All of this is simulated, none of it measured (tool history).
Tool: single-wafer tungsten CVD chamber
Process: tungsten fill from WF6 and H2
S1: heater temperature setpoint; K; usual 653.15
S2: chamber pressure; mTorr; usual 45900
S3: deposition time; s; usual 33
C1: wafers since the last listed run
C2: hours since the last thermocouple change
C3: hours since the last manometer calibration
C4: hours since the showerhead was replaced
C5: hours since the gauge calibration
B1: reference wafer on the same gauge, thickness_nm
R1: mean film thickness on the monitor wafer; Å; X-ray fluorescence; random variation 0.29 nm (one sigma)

run 1 hour=0 | S1=653.15 S2=45900 S3=33 | C1=0 C2=1521.7 C3=2578.3 C4=4890.5 C5=234.5 | B1=91.961 | R1=766.62
run 2 hour=6.8 | S1=653.15 S2=45900 S3=33 | C1=222 C2=1528.5 C3=2585.1 C4=4897.3 C5=241.3 | B1=92.078 | R1=770.23
run 3 hour=16.4 | S1=653.15 S2=45900 S3=35.9 | C1=314 C2=1538.1 C3=2594.7 C4=4906.9 C5=250.9 | B1=91.942 | R1=836.67
run 4 hour=31.1 | S1=653.15 S2=45900 S3=35.9 | C1=480 C2=1552.8 C3=2609.4 C4=4921.6 C5=265.6 | B1=92.086 | R1=831.68
run 5 hour=42.4 | S1=663.15 S2=41900 S3=33 | C1=369 C2=1564.1 C3=2620.7 C4=4932.9 C5=276.9 | B1=91.996 | R1=903.86
run 6 hour=49.1 | S1=663.15 S2=41900 S3=33 | C1=219 C2=1570.8 C3=2627.4 C4=4939.6 C5=283.6 | B1=91.939 | R1=900.16
run 7 hour=66.8 | S1=664.15 S2=40000 S3=33 | C1=578 C2=1588.5 C3=2645.1 C4=4957.3 C5=301.3 | B1=92.102 | R1=897.83
run 8 hour=74.6 | S1=664.15 S2=40000 S3=33 | C1=255 C2=1596.3 C3=2652.9 C4=4965.1 C5=309.1 | B1=92.094 | R1=895.52
run 9 hour=90.4 | S1=664.15 S2=40000 S3=33 | C1=516 C2=1612.1 C3=2668.7 C4=4980.9 C5=324.9 | B1=92.015 | R1=898.41
-- hour=105 thermocouple changed; heater temperature recalibrated
run 10 hour=105.5 | S1=653.15 S2=38800 S3=33 | C1=232 C2=0.5 C3=2683.8 C4=4996 C5=340 | B1=92.053 | R1=808.09
run 11 hour=109.5 | S1=653.15 S2=45900 S3=33 | C1=130 C2=4.5 C3=2687.8 C4=5000 C5=344 | B1=91.924 | R1=868.01
run 12 hour=125.1 | S1=653.15 S2=45900 S3=33 | C1=510 C2=20.1 C3=2703.4 C4=5015.6 C5=359.6 | B1=91.993 | R1=870.79
-- hour=136.8 showerhead replaced
run 13 hour=137.6 | S1=653.15 S2=45900 S3=33 | C1=147 C2=32.6 C3=2715.9 C4=0.8 C5=372.1 | B1=92.053 | R1=870.07
run 14 hour=151.4 | S1=643.15 S2=45900 S3=33 | C1=451 C2=46.4 C3=2729.7 C4=14.6 C5=385.9 | B1=91.958 | R1=707.14
run 15 hour=162.3 | S1=643.15 S2=45900 S3=33 | C1=356 C2=57.3 C3=2740.6 C4=25.5 C5=396.8 | B1=92.025 | R1=704.73
run 16 hour=179.5 | S1=653.15 S2=45900 S3=33 | C1=562 C2=74.5 C3=2757.8 C4=42.7 C5=414 | B1=92.051 | R1=869.9
-- hour=184.3 gauge calibrated
-- hour=199.2 capacitance manometer re-zeroed and calibrated
run 17 hour=199.7 | S1=653.15 S2=45900 S3=33 | C1=399 C2=94.7 C3=0.5 C4=62.9 C5=15.4 | B1=92.056 | R1=861.22
run 18 hour=211.1 | S1=653.15 S2=39100 S3=35.5 | C1=372 C2=106.1 C3=11.9 C4=74.3 C5=26.8 | B1=92.132 | R1=865.94
run 19 hour=222.7 | S1=647.15 S2=45900 S3=33 | C1=379 C2=117.7 C3=23.5 C4=85.9 C5=38.4 | B1=92.049 | R1=762.35
run 20 hour=231.7 | S1=663.15 S2=41900 S3=33 | C1=294 C2=126.7 C3=32.5 C4=94.9 C5=47.4 | B1=92.104 | R1=1012.9
run 21 hour=237.9 | S1=647.15 S2=45900 S3=33 | C1=202 C2=132.9 C3=38.7 C4=101.1 C5=53.6 | B1=92.011 | R1=757.75
run 22 hour=244.1 | S1=668.15 S2=39300 S3=38.3 | C1=202 C2=139.1 C3=44.9 C4=107.3 C5=59.8 | B1=91.986 | R1=1252.41
run 23 hour=254.7 | S1=647.15 S2=40000 S3=39.4 | C1=346 C2=149.7 C3=55.5 C4=117.9 C5=70.4 | B1=92.064 | R1=853.06
run 24 hour=262.2 | S1=644.15 S2=42600 S3=35 | C1=245 C2=157.2 C3=63 C4=125.4 C5=77.9 | B1=91.999 | R1=727.66
run 25 hour=279.4 | S1=653.15 S2=45900 S3=33 | C1=562 C2=174.4 C3=80.2 C4=142.6 C5=95.1 | B1=92.097 | R1=856.5
run 26 hour=295 | S1=653.15 S2=54000 S3=33 | C1=510 C2=190 C3=95.8 C4=158.2 C5=110.7 | B1=91.838 | R1=915.66
run 27 hour=308.3 | S1=653.15 S2=45900 S3=33 | C1=435 C2=203.3 C3=109.1 C4=171.5 C5=124 | B1=92.089 | R1=857.82
run 28 hour=318.7 | S1=665.15 S2=45900 S3=33 | C1=340 C2=213.7 C3=119.5 C4=181.9 C5=134.4 | B1=92.029 | R1=1081.66
run 29 hour=329 | S1=653.15 S2=45900 S3=33 | C1=336 C2=224 C3=129.8 C4=192.2 C5=144.7 | B1=92.024 | R1=851.16
run 30 hour=338.6 | S1=663.15 S2=41900 S3=33 | C1=314 C2=233.6 C3=139.4 C4=201.8 C5=154.3 | B1=92.126 | R1=1000.95
run 31 hour=349.6 | S1=638.15 S2=45900 S3=33 | C1=359 C2=244.6 C3=150.4 C4=212.8 C5=165.3 | B1=92.016 | R1=623.9
run 32 hour=360.1 | S1=647.15 S2=48900 S3=39.4 | C1=343 C2=255.1 C3=160.9 C4=223.3 C5=175.8 | B1=92.069 | R1=934.43
run 33 hour=370.4 | S1=648.15 S2=45900 S3=38.9 | C1=336 C2=265.4 C3=171.2 C4=233.6 C5=186.1 | B1=91.918 | R1=905.32
run 34 hour=387.6 | S1=645.15 S2=38600 S3=37.3 | C1=562 C2=282.6 C3=188.4 C4=250.8 C5=203.3 | B1=91.969 | R1=754.11
run 35 hour=400.5 | S1=666.15 S2=53000 S3=33 | C1=421 C2=295.5 C3=201.3 C4=263.7 C5=216.2 | B1=92.023 | R1=1166.5

3 ways to go on from here, each from the tool as it stands after run 35. What would each give?
run A hour=400.9 | S1=653.15 S2=45900 S3=33 | C1=13 C2=295.9 C3=201.7 C4=264.1 C5=216.6 | B1=? | R1=?
run B hour=400.9 | S1=666.15 S2=45900 S3=28.9 | C1=13 C2=295.9 C3=201.7 C4=264.1 C5=216.6 | B1=? | R1=?
run C hour=400.9 | S1=653.15 S2=37700 S3=28.6 | C1=13 C2=295.9 C3=201.7 C4=264.1 C5=216.6 | B1=? | R1=?

run=A B1=92.138 R1=854.05
run=B B1=92.138 R1=966.08
run=C B1=92.138 R1=676.93
Without the tool's hidden state the same runs would have given:
run=A R1=870.38
run=B R1=983.2
run=C R1=689.87

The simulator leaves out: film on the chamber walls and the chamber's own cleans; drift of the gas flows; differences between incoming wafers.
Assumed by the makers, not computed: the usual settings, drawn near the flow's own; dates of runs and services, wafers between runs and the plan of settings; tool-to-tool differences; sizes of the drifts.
